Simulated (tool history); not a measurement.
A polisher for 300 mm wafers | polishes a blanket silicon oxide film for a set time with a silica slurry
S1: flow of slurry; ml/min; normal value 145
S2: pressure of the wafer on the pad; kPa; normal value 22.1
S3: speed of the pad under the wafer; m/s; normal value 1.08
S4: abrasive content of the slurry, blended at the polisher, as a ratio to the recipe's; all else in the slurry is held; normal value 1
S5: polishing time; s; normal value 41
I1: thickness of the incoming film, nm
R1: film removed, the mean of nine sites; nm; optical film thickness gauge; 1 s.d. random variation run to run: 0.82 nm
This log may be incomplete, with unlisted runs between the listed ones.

{"run": 1, "hour": 0.0, "S1": 120, "S2": 22.1, "S3": 1.36, "S4": 1, "S5": 41, "I1": 1140.4, "R1": 108.9}
{"run": 2, "hour": 39.3, "S1": 120, "S2": 22.1, "S3": 1.36, "S4": 1, "S5": 41, "I1": 1168.2, "R1": 111.2}
{"run": 3, "hour": 65.3, "S1": 120, "S2": 22.1, "S3": 1.36, "S4": 1, "S5": 41, "I1": 1171.5, "R1": 115.4}
{"run": 4, "hour": 135.9, "S1": 145, "S2": 22.1, "S3": 1.32, "S4": 1, "S5": 41, "I1": 1167.7, "R1": 115.2}
{"run": 5, "hour": 196.1, "S1": 145, "S2": 22.1, "S3": 1.32, "S4": 1, "S5": 41, "I1": 1182.2, "R1": 112}
{"run": 6, "hour": 243.4, "S1": 145, "S2": 24.1, "S3": 1.08, "S4": 1, "S5": 36, "I1": 1172.8, "R1": 91.4}
{"run": 7, "hour": 313.5, "S1": 145, "S2": 22.1, "S3": 1.08, "S4": 1, "S5": 41, "I1": 1180.4, "R1": 94.5}
{"run": 8, "hour": 350.3, "S1": 145, "S2": 22.1, "S3": 1.2, "S4": 1, "S5": 41, "I1": 1164.4, "R1": 103.5}
{"run": 9, "hour": 387.9, "S1": 120, "S2": 22.1, "S3": 1.36, "S4": 1, "S5": 41, "I1": 1139.8, "R1": 109.2}
{"run": 10, "hour": 440.8, "S1": 120, "S2": 22.1, "S3": 1.36, "S4": 1, "S5": 41, "I1": 1158.1, "R1": 115.4}
{"run": 11, "hour": 486.5, "S1": 145, "S2": 22.1, "S3": 0.96, "S4": 1.25, "S5": 41, "I1": 1174.9, "R1": 101}
{"run": 12, "hour": 552.3, "S1": 145, "S2": 18.6, "S3": 1.08, "S4": 1, "S5": 41, "I1": 1179.7, "R1": 81.9}
{"run": 13, "hour": 602.8, "S1": 175, "S2": 17.2, "S3": 1.08, "S4": 1, "S5": 41, "I1": 1153.4, "R1": 78.5}
{"run": 14, "hour": 634.7, "S1": 145, "S2": 19.3, "S3": 1.08, "S4": 0.85, "S5": 53, "I1": 1167.3, "R1": 98.8}
{"run": 15, "hour": 687.7, "S1": 95, "S2": 29.6, "S3": 0.78, "S4": 1.3, "S5": 41, "I1": 1160.3, "R1": 101.2}
{"run": 16, "hour": 758.7, "S1": 145, "S2": 22.1, "S3": 1.08, "S4": 1, "S5": 41, "I1": 1169.3, "R1": 99.3}

Missing from the log above: 12 entries noted between runs. For each, name the pair of listed runs it sits between and say how the tool's hidden condition differs from the listed run just before to the listed run just after:
Logged between run 2 and run 3: slurry blender recalibrated (hour 60.2)
  abrasive missing from the slurry, %: 9.64 -> 0.657
  measured value less the no-hidden-state value, R1: -7.3 -> -0.5 nm
Logged between run 3 and run 4: slurry nozzle cleaned (hour 84.5); worn pad replaced by a new one (hour 135.2)
  abrasive missing from the slurry, %: 0.657 -> 5.05
  measured value less the no-hidden-state value, R1: -0.5 -> -3.7 nm
Logged between run 6 and run 7: conditioning disc replaced and pad reconditioned (hour 290.6); worn pad replaced by a new one (hour 293.3)
  abrasive missing from the slurry, %: 8.12 -> 9
  measured value less the no-hidden-state value, R1: -4.9 -> -5.7 nm
Logged between run 9 and run 10: head pressure recalibrated (hour 391.5); slurry blender recalibrated (hour 431.1)
  abrasive missing from the slurry, %: 9.49 -> 0.849
  measured value less the no-hidden-state value, R1: -7 -> -0.6 nm
Logged between run 10 and run 11: worn pad replaced by a new one (hour 462.3)
  abrasive missing from the slurry, %: 0.849 -> 3.87
  measured value less the no-hidden-state value, R1: -0.6 -> -2.1 nm
Logged between run 11 and run 12: slurry nozzle cleaned (hour 495.8)
  abrasive missing from the slurry, %: 3.87 -> 6.53
  measured value less the no-hidden-state value, R1: -2.1 -> -3.4 nm
Logged between run 13 and run 14: worn pad replaced by a new one (hour 626.8)
  abrasive missing from the slurry, %: 7.73 -> 8.25
  measured value less the no-hidden-state value, R1: -4 -> -6 nm
Logged between run 15 and run 16: slurry blender recalibrated (hour 738.3); worn pad replaced by a new one (hour 758.2)
  abrasive missing from the slurry, %: 8.84 -> 2.87
  measured value less the no-hidden-state value, R1: -4.9 -> -1.7 nm

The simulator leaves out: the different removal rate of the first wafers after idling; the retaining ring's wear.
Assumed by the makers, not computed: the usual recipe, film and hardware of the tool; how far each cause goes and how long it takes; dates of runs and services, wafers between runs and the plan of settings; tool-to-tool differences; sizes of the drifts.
